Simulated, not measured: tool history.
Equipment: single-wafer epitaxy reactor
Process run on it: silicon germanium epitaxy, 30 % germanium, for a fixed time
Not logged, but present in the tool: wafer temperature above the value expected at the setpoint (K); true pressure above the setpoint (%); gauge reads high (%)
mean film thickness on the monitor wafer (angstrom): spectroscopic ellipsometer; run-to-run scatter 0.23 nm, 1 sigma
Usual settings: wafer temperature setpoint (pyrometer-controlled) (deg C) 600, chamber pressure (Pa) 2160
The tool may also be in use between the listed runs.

| run | hour | wafer temperature setpoint (pyrometer-controlled) (deg C) | chamber pressure (Pa) | wafers since the last listed run | hours since the last pyrometer calibration | hours since the last manometer calibration | hours since the showerhead was replaced | hours since the gauge calibration | read-back reference wafer on the same gauge, thickness_nm | mean film thickness on the monitor wafer (angstrom) |
|---|---|---|---|---|---|---|---|---|---|---|
| 1 | 0.0 | 604 | 2160 | 0 | 415.7 | 1768.3 | 2645.4 | 221.2 | 65.927 | 613.83 |
| 2 | 23.6 | 604 | 2160 | 703 | 439.3 | 1791.9 | 2669.0 | 244.8 | 65.866 | 612.73 |
| 3 | 57.9 | 600 | 2160 | 1022 | 473.6 | 1826.2 | 2703.3 | 279.1 | 65.875 | 566.13 |
| 4 | 86.2 | 600 | 2160 | 843 | 501.9 | 1854.5 | 2731.6 | 307.4 | 65.951 | 561.24 |
| 5 | 114.8 | 600 | 2160 | 852 | 530.5 | 1883.1 | 2760.2 | 336.0 | 65.923 | 558.48 |
| 6 | 140.0 | 600 | 2160 | 751 | 555.7 | 1908.3 | 2785.4 | 361.2 | 65.974 | 555.24 |
| 7 | 162.6 | 600 | 2160 | 673 | 578.3 | 1930.9 | 2808.0 | 383.8 | 65.907 | 560.17 |
| 8 | 178.4 | 600 | 1907 | 470 | 594.1 | 1946.7 | 2823.8 | 399.6 | 65.865 | 516.03 |
| 9 | 194.0 | 600 | 1907 | 464 | 609.7 | 1962.3 | 2839.4 | 415.2 | 65.908 | 510.41 |
| 10 | 217.4 | 600 | 1907 | 697 | 633.1 | 1985.7 | 2862.8 | 438.6 | 65.851 | 508.33 |
| 11 | 245.4 | 600 | 2160 | 834 | 661.1 | 2013.7 | 2890.8 | 466.6 | 65.920 | 552.67 |
| 12 | 264.6 | 600 | 2160 | 572 | 680.3 | 2032.9 | 2910.0 | 485.8 | 65.956 | 551.39 |
|  | 292.9 | gauge calibrated |
|  | 295.1 | capacitance manometer re-zeroed and calibrated |
| 13 | 295.6 | 600 | 2160 | 685 | 711.3 | 0.5 | 2941.0 | 2.7 | 65.876 | 587.36 |
| 14 | 308.6 | 600 | 2160 | 387 | 724.3 | 13.5 | 2954.0 | 15.7 | 65.930 | 585.45 |
| 15 | 332.7 | 600 | 2160 | 718 | 748.4 | 37.6 | 2978.1 | 39.8 | 66.027 | 586.84 |
| 16 | 363.3 | 600 | 2160 | 912 | 779.0 | 68.2 | 3008.7 | 70.4 | 65.870 | 584.84 |
| 17 | 397.6 | 593 | 2613 | 1022 | 813.3 | 102.5 | 3043.0 | 104.7 | 65.881 | 569.76 |
| 18 | 422.7 | 600 | 1907 | 748 | 838.4 | 127.6 | 3068.1 | 129.8 | 65.889 | 537.10 |
| 19 | 457.0 | 613 | 1720 | 1022 | 872.7 | 161.9 | 3102.4 | 164.1 | 65.773 | 646.74 |
|  | 479.3 | showerhead replaced |
| 20 | 483.3 | 600 | 2160 | 545 | 899.0 | 188.2 | 4.0 | 190.4 | 65.930 | 583.15 |

What will run 21 give?
| 21 | 508.3 | 611 | 2160 | 745 | 924.0 | 213.2 | 29.0 | 215.4 | ? | ? |

{"run 21": {"read-back reference wafer on the same gauge, thickness_nm": 65.849, "mean film thickness on the monitor wafer (angstrom)": 727.68}}
If the tool had no hidden condition, the same run with the same run-to-run variation would have returned mean film thickness on the monitor wafer (angstrom) 739.43.
